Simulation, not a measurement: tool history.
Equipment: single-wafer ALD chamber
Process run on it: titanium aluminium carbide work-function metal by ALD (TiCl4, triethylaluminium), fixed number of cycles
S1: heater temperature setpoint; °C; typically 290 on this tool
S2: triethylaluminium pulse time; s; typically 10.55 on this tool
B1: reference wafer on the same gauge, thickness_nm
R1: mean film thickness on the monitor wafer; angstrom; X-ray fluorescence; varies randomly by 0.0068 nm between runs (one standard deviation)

run,hour,S1,S2,B1,R1
1,0,290,10.55,2.031,22.02
2,15.8,294,7.58,2.028,21.66
3,33.9,290,10.55,2.032,21.92
4,57.1,290,10.55,2.03,21.86
5,74.7,281,10.55,2.03,21.13
6,102.7,286,10.55,2.028,21.48
# hour 130.6: triethylaluminium bottle replaced
7,205.9,286,10.55,2.03,21.61
8,220,290,9.33,2.033,21.85
9,249.1,290,10.55,2.031,22.04
10,264.8,290,7.56,2.029,21.23
11,285.9,290,7.56,2.028,21.22
12,307.3,290,7.56,2.03,21.32
13,339.5,299,8.09,2.03,22.38
14,354.1,290,10.55,2.032,21.89
15,374.4,297,8.96,2.03,22.35
16,401.9,301,6.89,2.029,22.02
17,431.9,298,10.55,2.03,22.79
18,457.8,290,13.61,2.029,22.34
19,481.4,290,7.12,2.028,21.16
20,507.9,300,10.55,2.03,23.09
21,521.5,297,10.55,2.028,22.63
22,552.9,299,8.09,2.03,22.3
# hour 595.5: thermocouple changed; heater temperature recalibrated
# hour 610.8: showerhead replaced
# hour 635.5: gauge calibrated
23,639.5,290,10.55,2.03,21.66
24,671.4,290,7.29,2.03,20.89
25,699.5,280,13.05,2.029,21.07
26,724.2,290,7.56,2.03,21
27,737.8,280,8,2.03,20.26
28,773.5,279,7.12,2.031,19.89
29,794.7,290,12.23,2.029,22.03
30,820.9,278,10.55,2.032,20.7
31,835.7,290,10.55,2.027,21.75
32,855,290,10.55,2.028,21.73
33,872.6,277,10.55,2.031,20.57

Branching from run 33: 4 alternative next runs. What would each branch give?
A,873,290,10.55,?,?
B,873,277,12.54,?,?
C,873,283,10.55,?,?
D,873,295,10.55,?,?

run,B1,R1
A,2.032,21.76
B,2.032,20.81
C,2.032,21.13
D,2.032,22.22
Take away the tool's hidden state, keep each run's random variation, and the runs would have read:
run,R1
A,21.45
B,20.49
C,20.81
D,21.9

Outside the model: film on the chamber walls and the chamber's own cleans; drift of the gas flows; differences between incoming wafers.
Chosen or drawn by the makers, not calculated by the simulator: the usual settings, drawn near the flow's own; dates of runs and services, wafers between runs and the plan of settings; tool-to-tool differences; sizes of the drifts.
